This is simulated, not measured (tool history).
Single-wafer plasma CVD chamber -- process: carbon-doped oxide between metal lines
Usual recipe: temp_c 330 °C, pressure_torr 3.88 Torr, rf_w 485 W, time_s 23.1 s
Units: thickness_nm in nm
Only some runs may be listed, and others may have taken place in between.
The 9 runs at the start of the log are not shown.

run     day  temp_c  pressure_torr  rf_w  time_s  read-back reference wafer on the same gauge, thickness_nm  thickness_nm
 10   8.317     330           3.88   485    24.4                                                    133.965       127.573
 11    9.05     330           3.88   485    23.1                                                    133.986       120.666
       9.15  -- gauge calibrated
 12  10.196     330           3.88   485    23.1                                                     134.08       120.338
 13  11.058     330           3.88   535    24.7                                                    134.042       136.709
 14  11.662     330           4.49   485    23.1                                                    133.925       122.214
     12.675  -- thermocouple changed; heater temperature recalibrated
 15  12.696     330           3.88   575    25.6                                                    133.965       150.414
 16  13.121     330           3.88   485    23.1                                                    133.949       122.599
 17  13.925     330           3.88   560    23.1                                                    133.971        133.87
 18  14.671     330           3.88   485    23.1                                                    133.992       122.631
 19  16.012     330           3.88   540    20.7                                                    134.013       117.596
 20  17.038     330           3.88   485    23.1                                                    134.046       122.475
 21  18.171     324           3.88   485    21.6                                                    133.962        117.09
 22  18.758     341           3.88   485    23.1                                                    134.094       117.444
 23  20.033     330           3.17   465    23.1                                                    134.004       117.238
 24  20.721     344           3.22   485    26.4                                                    133.966       130.214
 25  21.321     343           3.88   450    23.1                                                    134.046       110.815
 26  22.692     330           3.88   485    23.1                                                     134.07       121.894
 27  23.479     322           3.88   485    21.3                                                    133.998       116.201
 28  24.483     342           3.88   485    23.1                                                    133.869       116.548
 29  25.717     338           3.88   485      26                                                    133.972       132.778
 30   26.95     316            4.3   510    21.4                                                    134.068       125.004

Forecast each of these 3 alternatives for the next run:
  A  26.967     330           3.88   485    23.1                                                          ?             ?
  B  26.967     322           3.17   390    27.3                                                          ?             ?
  C  26.967     341           3.03   440    25.8                                                          ?             ?

run  read-back reference wafer on the same gauge, thickness_nm  thickness_nm
  A                                                    133.939       121.588
  B                                                    133.939       124.947
  C                                                    133.939       119.732
Stripped of hidden state, with their random variation kept, the same runs would have yielded:
run  thickness_nm
  A       123.013
  B       126.567
  C       120.988

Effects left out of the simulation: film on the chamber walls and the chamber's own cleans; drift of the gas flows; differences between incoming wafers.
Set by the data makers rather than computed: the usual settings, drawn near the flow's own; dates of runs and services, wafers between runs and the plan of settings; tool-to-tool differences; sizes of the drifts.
